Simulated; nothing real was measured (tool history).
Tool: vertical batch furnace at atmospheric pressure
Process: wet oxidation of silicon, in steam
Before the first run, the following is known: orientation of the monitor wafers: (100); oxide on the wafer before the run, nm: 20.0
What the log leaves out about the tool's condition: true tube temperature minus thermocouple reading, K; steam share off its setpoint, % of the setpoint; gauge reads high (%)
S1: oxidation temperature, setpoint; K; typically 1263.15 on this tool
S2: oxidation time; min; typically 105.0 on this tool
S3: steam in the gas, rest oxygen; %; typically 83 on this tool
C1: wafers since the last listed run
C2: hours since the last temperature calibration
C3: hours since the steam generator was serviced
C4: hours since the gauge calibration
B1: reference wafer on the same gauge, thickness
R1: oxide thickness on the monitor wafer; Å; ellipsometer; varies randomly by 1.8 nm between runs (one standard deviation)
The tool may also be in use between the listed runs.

| run | hour | S1 | S2 | S3 | C1 | C2 | C3 | C4 | B1 | R1 |
|---|---|---|---|---|---|---|---|---|---|---|
| 1 | 0.0 | 1263.15 | 105.0 | 75 | 0 | 1592.4 | 1446.1 | 366.1 | 535.87 | 4420.5 |
| 2 | 35.9 | 1263.15 | 105.0 | 75 | 306 | 1628.3 | 1482.0 | 402.0 | 535.29 | 4477.7 |
| 3 | 59.3 | 1263.15 | 105.0 | 75 | 199 | 1651.7 | 1505.4 | 425.4 | 536.41 | 4458.1 |
| 4 | 92.9 | 1263.15 | 105.0 | 83 | 287 | 1685.3 | 1539.0 | 459.0 | 536.82 | 4751.4 |
| 5 | 108.2 | 1263.15 | 105.0 | 83 | 130 | 1700.6 | 1554.3 | 474.3 | 535.56 | 4761.7 |
| 6 | 135.1 | 1263.15 | 105.0 | 83 | 229 | 1727.5 | 1581.2 | 501.2 | 536.35 | 4732.7 |
| 7 | 151.8 | 1263.15 | 140.0 | 75 | 142 | 1744.2 | 1597.9 | 517.9 | 536.23 | 5382.6 |
| 8 | 183.4 | 1263.15 | 91.5 | 88 | 269 | 1775.8 | 1629.5 | 549.5 | 536.07 | 4506.1 |
| 9 | 196.1 | 1263.15 | 105.0 | 83 | 108 | 1788.5 | 1642.2 | 562.2 | 535.01 | 4736.4 |
| 10 | 218.4 | 1263.15 | 105.0 | 83 | 190 | 1810.8 | 1664.5 | 584.5 | 536.42 | 4756.0 |
| 11 | 244.6 | 1263.15 | 105.0 | 83 | 223 | 1837.0 | 1690.7 | 610.7 | 536.28 | 4773.2 |
| 12 | 269.8 | 1263.15 | 105.0 | 83 | 215 | 1862.2 | 1715.9 | 635.9 | 535.99 | 4754.6 |
| 13 | 287.5 | 1263.15 | 105.0 | 83 | 151 | 1879.9 | 1733.6 | 653.6 | 536.17 | 4746.1 |
| 14 | 322.5 | 1263.15 | 105.0 | 83 | 298 | 1914.9 | 1768.6 | 688.6 | 535.92 | 4742.5 |
| 15 | 352.2 | 1263.15 | 105.0 | 79 | 253 | 1944.6 | 1798.3 | 718.3 | 536.48 | 4601.8 |
|  | 407.5 | steam generator serviced |
| 16 | 408.0 | 1263.15 | 105.0 | 83 | 271 | 2000.4 | 0.5 | 774.1 | 535.97 | 4792.9 |
| 17 | 417.2 | 1263.15 | 105.0 | 83 | 78 | 2009.6 | 9.7 | 783.3 | 535.49 | 4784.4 |
| 18 | 451.6 | 1263.15 | 122.5 | 83 | 293 | 2044.0 | 44.1 | 817.7 | 535.50 | 5240.6 |
| 19 | 478.5 | 1263.15 | 75.0 | 89 | 229 | 2070.9 | 71.0 | 844.6 | 535.87 | 3987.0 |
| 20 | 502.5 | 1263.15 | 134.5 | 80 | 205 | 2094.9 | 95.0 | 868.6 | 536.44 | 5414.1 |
| 21 | 521.1 | 1263.15 | 105.0 | 83 | 158 | 2113.5 | 113.6 | 887.2 | 535.37 | 4753.4 |
| 22 | 553.6 | 1275.15 | 105.0 | 83 | 277 | 2146.0 | 146.1 | 919.7 | 536.67 | 5109.4 |
| 23 | 580.1 | 1263.15 | 105.0 | 75 | 226 | 2172.5 | 172.6 | 946.2 | 535.01 | 4452.0 |
|  | 626.3 | thermocouples replaced and temperature profile calibrated |
| 24 | 626.8 | 1263.15 | 58.0 | 79 | 193 | 0.5 | 219.3 | 992.9 | 536.14 | 3096.2 |
| 25 | 631.7 | 1271.15 | 69.5 | 76 | 41 | 5.4 | 224.2 | 997.8 | 536.09 | 3606.2 |
| 26 | 646.3 | 1263.15 | 122.5 | 88 | 124 | 20.0 | 238.8 | 1012.4 | 535.66 | 5480.9 |
| 27 | 660.6 | 1263.15 | 105.0 | 83 | 122 | 34.3 | 253.1 | 1026.7 | 536.09 | 4759.3 |
| 28 | 689.0 | 1247.15 | 105.0 | 77 | 242 | 62.7 | 281.5 | 1055.1 | 535.75 | 4042.8 |
|  | 699.9 | gauge calibrated |
| 29 | 715.4 | 1263.15 | 87.0 | 83 | 225 | 89.1 | 307.9 | 15.5 | 536.85 | 4222.2 |
| 30 | 746.9 | 1263.15 | 105.0 | 83 | 269 | 120.6 | 339.4 | 47.0 | 534.95 | 4716.3 |
| 31 | 774.8 | 1263.15 | 105.0 | 83 | 238 | 148.5 | 367.3 | 74.9 | 535.43 | 4748.3 |
| 32 | 794.2 | 1287.15 | 55.0 | 83 | 165 | 167.9 | 386.7 | 94.3 | 535.94 | 3655.2 |
| 33 | 823.4 | 1252.15 | 152.5 | 79 | 249 | 197.1 | 415.9 | 123.5 | 536.23 | 5490.6 |
| 34 | 862.2 | 1263.15 | 147.5 | 78 | 331 | 235.9 | 454.7 | 162.3 | 535.54 | 5662.8 |
| 35 | 896.3 | 1263.15 | 105.0 | 83 | 291 | 270.0 | 488.8 | 196.4 | 535.88 | 4758.1 |

State the hidden condition of the tool at each of the runs:
true tube temperature minus thermocouple reading, K: 0 on each run
steam share off its setpoint, % of the setpoint: 0 on each run
gauge reads high (%): 0 on each run

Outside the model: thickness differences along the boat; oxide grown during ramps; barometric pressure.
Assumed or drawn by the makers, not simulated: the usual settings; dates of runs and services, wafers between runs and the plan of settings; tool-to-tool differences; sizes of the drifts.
